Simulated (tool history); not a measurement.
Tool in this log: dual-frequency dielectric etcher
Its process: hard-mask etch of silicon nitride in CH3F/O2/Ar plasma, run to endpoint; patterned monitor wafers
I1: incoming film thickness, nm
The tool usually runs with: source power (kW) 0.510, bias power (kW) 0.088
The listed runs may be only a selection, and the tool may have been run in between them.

{"run": 1, "hour": 0.0, "source power (kW)": 0.51, "bias power (kW)": 0.088, "I1": 43.17, "endpoint time (s)": 50.8}
{"run": 2, "hour": 26.3, "source power (kW)": 0.51, "bias power (kW)": 0.088, "I1": 43.44, "endpoint time (s)": 51.0}
{"run": 3, "hour": 54.3, "source power (kW)": 0.57, "bias power (kW)": 0.088, "I1": 43.02, "endpoint time (s)": 47.4}
{"run": 4, "hour": 77.2, "source power (kW)": 0.57, "bias power (kW)": 0.088, "I1": 43.52, "endpoint time (s)": 48.2}
{"run": 5, "hour": 112.7, "source power (kW)": 0.57, "bias power (kW)": 0.088, "I1": 43.3, "endpoint time (s)": 47.9}
{"run": 6, "hour": 143.4, "source power (kW)": 0.51, "bias power (kW)": 0.088, "I1": 43.67, "endpoint time (s)": 51.5}
{"run": 7, "hour": 164.7, "source power (kW)": 0.51, "bias power (kW)": 0.088, "I1": 43.24, "endpoint time (s)": 51.4}
{"run": 8, "hour": 178.6, "source power (kW)": 0.51, "bias power (kW)": 0.083, "I1": 43.0, "endpoint time (s)": 52.1}
{"run": 9, "hour": 201.2, "source power (kW)": 0.51, "bias power (kW)": 0.083, "I1": 43.33, "endpoint time (s)": 52.4}
{"run": 10, "hour": 216.9, "source power (kW)": 0.51, "bias power (kW)": 0.083, "I1": 43.4, "endpoint time (s)": 52.4}
{"run": 11, "hour": 232.4, "source power (kW)": 0.51, "bias power (kW)": 0.088, "I1": 42.9, "endpoint time (s)": 51.1}
{"run": 12, "hour": 257.2, "source power (kW)": 0.51, "bias power (kW)": 0.088, "I1": 43.08, "endpoint time (s)": 51.6}
{"run": 13, "hour": 292.0, "source power (kW)": 0.46, "bias power (kW)": 0.075, "I1": 43.35, "endpoint time (s)": 58.0}
{"run": 14, "hour": 325.2, "source power (kW)": 0.42, "bias power (kW)": 0.105, "I1": 43.18, "endpoint time (s)": 55.7}
{"hour": 352.8, "done": "source power generator calibrated"}
{"run": 15, "hour": 404.1, "source power (kW)": 0.51, "bias power (kW)": 0.083, "I1": 43.56, "endpoint time (s)": 53.4}
{"run": 16, "hour": 418.0, "source power (kW)": 0.39, "bias power (kW)": 0.096, "I1": 43.15, "endpoint time (s)": 60.6}
{"hour": 500.4, "done": "bias power generator calibrated"}
{"hour": 523.6, "done": "wet clean of the chamber"}
{"hour": 537.6, "done": "upper electrode replaced"}
{"run": 17, "hour": 538.1, "source power (kW)": 0.55, "bias power (kW)": 0.076, "I1": 42.92, "endpoint time (s)": 50.2}
{"run": 18, "hour": 547.5, "source power (kW)": 0.61, "bias power (kW)": 0.073, "I1": 43.06, "endpoint time (s)": 47.8}
{"run": 19, "hour": 568.1, "source power (kW)": 0.42, "bias power (kW)": 0.103, "I1": 43.1, "endpoint time (s)": 54.5}
{"run": 20, "hour": 584.3, "source power (kW)": 0.4, "bias power (kW)": 0.107, "I1": 43.22, "endpoint time (s)": 56.0}
{"run": 21, "hour": 605.2, "source power (kW)": 0.51, "bias power (kW)": 0.088, "I1": 43.77, "endpoint time (s)": 51.3}
{"run": 22, "hour": 632.9, "source power (kW)": 0.61, "bias power (kW)": 0.1, "I1": 43.25, "endpoint time (s)": 44.3}
{"run": 23, "hour": 650.5, "source power (kW)": 0.55, "bias power (kW)": 0.074, "I1": 42.98, "endpoint time (s)": 51.0}
{"run": 24, "hour": 672.2, "source power (kW)": 0.62, "bias power (kW)": 0.104, "I1": 43.14, "endpoint time (s)": 43.5}

Consider 4 possible next runs. They are alternatives, not a sequence: every one starts from the tool as it was left by run 24. What does each give?
{"run": "A", "hour": 672.6, "source power (kW)": 0.51, "bias power (kW)": 0.088, "I1": 43.03, "endpoint time (s)": "?"}
{"run": "B", "hour": 672.6, "source power (kW)": 0.41, "bias power (kW)": 0.066, "I1": 43.03, "endpoint time (s)": "?"}
{"run": "C", "hour": 672.6, "source power (kW)": 0.59, "bias power (kW)": 0.095, "I1": 43.03, "endpoint time (s)": "?"}
{"run": "D", "hour": 672.6, "source power (kW)": 0.46, "bias power (kW)": 0.076, "I1": 43.03, "endpoint time (s)": "?"}

run=A endpoint_time_(s)=50.8
run=B endpoint_time_(s)=63.6
run=C endpoint_time_(s)=45.6
run=D endpoint_time_(s)=56.6
The same runs, with their run-to-run variation unchanged, on a tool lacking any hidden condition would have given:
run=A endpoint_time_(s)=50.4
run=B endpoint_time_(s)=63.1
run=C endpoint_time_(s)=45.3
run=D endpoint_time_(s)=56.1
